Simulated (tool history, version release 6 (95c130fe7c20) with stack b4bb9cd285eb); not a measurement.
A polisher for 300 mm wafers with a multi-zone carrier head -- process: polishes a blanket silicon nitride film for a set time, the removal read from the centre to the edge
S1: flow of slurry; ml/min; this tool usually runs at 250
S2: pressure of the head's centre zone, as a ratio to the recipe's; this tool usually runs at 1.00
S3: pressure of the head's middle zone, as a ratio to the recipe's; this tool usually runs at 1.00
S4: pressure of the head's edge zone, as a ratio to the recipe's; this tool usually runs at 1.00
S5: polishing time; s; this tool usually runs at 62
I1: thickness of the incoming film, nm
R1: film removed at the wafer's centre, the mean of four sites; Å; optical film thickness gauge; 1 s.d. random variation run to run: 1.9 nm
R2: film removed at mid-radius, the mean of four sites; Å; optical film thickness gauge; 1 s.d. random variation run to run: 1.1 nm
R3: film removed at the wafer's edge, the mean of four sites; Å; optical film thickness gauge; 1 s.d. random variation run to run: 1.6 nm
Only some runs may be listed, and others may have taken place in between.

run,day,S1,S2,S3,S4,S5,I1,R1,R2,R3
1,0.000,250,1.00,0.92,1.00,62,510.8,1528,1429,1468
2,1.479,250,1.00,1.00,0.96,62,519.4,1535,1516,1404
3,3.021,250,1.00,1.00,0.96,62,513.7,1553,1517,1441
4,4.912,250,1.09,0.91,1.10,62,516.4,1662,1404,1518
5,6.612,165,1.00,0.95,1.06,40,505.4,908,875,929
# day 7.029: slurry nozzle cleaned
6,8.988,250,1.00,1.00,1.00,62,507.4,1648,1571,1476
# day 11.617: worn pad replaced by a new one
7,11.767,250,1.00,1.00,1.00,62,512.0,1565,1571,1472
8,14.875,250,1.00,1.00,1.00,62,516.3,1567,1543,1476
9,16.192,250,1.00,1.00,1.07,62,510.2,1543,1537,1501
10,18.521,250,1.00,1.00,1.00,62,511.7,1553,1510,1472
# day 19.742: edge zone pressure recalibrated
11,19.942,330,0.89,1.12,1.00,77,506.2,1792,2146,1857
12,21.033,250,1.00,1.00,1.00,62,506.6,1575,1536,1466
# day 22.308: centre zone pressure recalibrated
13,23.267,250,1.00,1.00,1.10,46,502.8,1071,1135,1121
14,24.612,175,0.91,1.00,1.00,62,518.5,1253,1437,1407
# day 25.496: slurry nozzle cleaned
# day 27.250: worn pad replaced by a new one
15,27.271,275,1.00,1.00,1.04,62,520.8,1593,1599,1559
16,29.850,250,0.90,0.97,1.00,62,511.1,1423,1513,1499
17,32.733,250,0.95,1.00,1.00,62,520.7,1459,1544,1501
18,37.467,250,0.95,1.00,1.00,62,507.1,1471,1531,1487
19,39.767,315,1.00,1.00,1.11,62,507.6,1601,1567,1582
20,40.817,250,1.00,1.00,1.00,62,513.8,1552,1515,1474
21,42.642,250,1.10,0.93,0.89,82,520.0,2206,1898,1865

What would each run have given without the hidden state, its run-to-run variation left as it was?
Unlogged tool condition in this case: removal rate lost through wear of the pad, %; slurry flow missing at the pad, %; deviation of the centre zone's pressure from its setpoint, %; deviation of the edge zone's pressure from its setpoint, %.
run,R1,R2,R3
1,1560,1517,1534
2,1570,1613,1470
3,1589,1618,1511
4,1703,1500,1593
5,955,957,990
6,1596,1601,1497
7,1536,1622,1507
8,1556,1612,1525
9,1538,1612,1555
10,1557,1593,1531
11,1779,2246,1922
12,1587,1628,1530
13,1149,1206,1173
14,1366,1557,1491
15,1595,1620,1574
16,1435,1553,1528
17,1478,1601,1542
18,1497,1607,1541
19,1616,1637,1635
20,1582,1599,1534
21,2249,2007,1944
